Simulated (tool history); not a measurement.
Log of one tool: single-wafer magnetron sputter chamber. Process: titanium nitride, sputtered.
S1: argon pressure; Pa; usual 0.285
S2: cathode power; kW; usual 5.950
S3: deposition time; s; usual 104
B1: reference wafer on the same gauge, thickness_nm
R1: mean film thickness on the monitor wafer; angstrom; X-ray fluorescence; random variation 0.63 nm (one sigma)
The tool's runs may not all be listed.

run,hour,S1,S2,S3,B1,R1
1,0.0,0.285,5.950,104,109.050,1222.79
2,12.5,0.285,5.950,104,109.057,1203.20
3,40.6,0.285,5.950,104,109.081,1218.85
# hour 78.2: sputter target and shields replaced
# hour 107.8: gauge calibrated
4,146.1,0.253,5.500,104,108.888,1152.76
5,168.8,0.253,5.500,104,109.014,1140.53
6,199.8,0.253,5.500,104,109.089,1152.26
7,231.6,0.226,5.950,104,109.030,1268.22
# hour 260.0: capacitance manometer re-zeroed and calibrated
8,262.7,0.285,6.800,104,108.977,1390.76
9,282.9,0.285,5.950,104,109.071,1224.89
10,297.5,0.285,5.950,104,109.140,1220.25
11,322.7,0.285,5.950,104,109.217,1214.49
12,347.0,0.285,5.950,104,109.051,1206.89
# hour 367.3: magnet pack replaced
# hour 368.0: sputter target and shields replaced
13,368.5,0.285,7.050,95,109.003,1320.97
14,385.3,0.183,5.950,104,109.136,1303.71
15,398.9,0.285,5.950,104,109.002,1215.03
16,428.5,0.285,5.950,104,108.889,1209.50
17,464.4,0.209,5.350,104,108.930,1144.04
18,495.6,0.393,7.150,104,108.801,1369.49
# hour 518.2: gauge calibrated
19,524.3,0.227,5.950,104,108.929,1265.92
20,550.7,0.390,6.700,86,109.192,1060.73
21,571.1,0.248,5.000,104,108.990,1039.25
22,605.2,0.285,4.600,114,108.891,1031.35
23,638.0,0.285,6.550,90,108.971,1153.04
# hour 649.6: sputter target and shields replaced
24,653.2,0.285,7.200,104,109.245,1484.25
25,665.8,0.319,5.950,98,108.894,1119.41

Forecast each of these 4 alternatives for the next run:
A,666.2,0.332,5.950,104,?,?
B,666.2,0.285,4.450,104,?,?
C,666.2,0.366,4.800,104,?,?
D,666.2,0.285,6.750,88,?,?

run,B1,R1
A,108.950,1165.96
B,108.950,898.35
C,108.950,920.76
D,108.950,1153.02
Without the tool's hidden state the same runs would have given:
run,R1
A,1165.96
B,898.35
C,920.76
D,1153.02
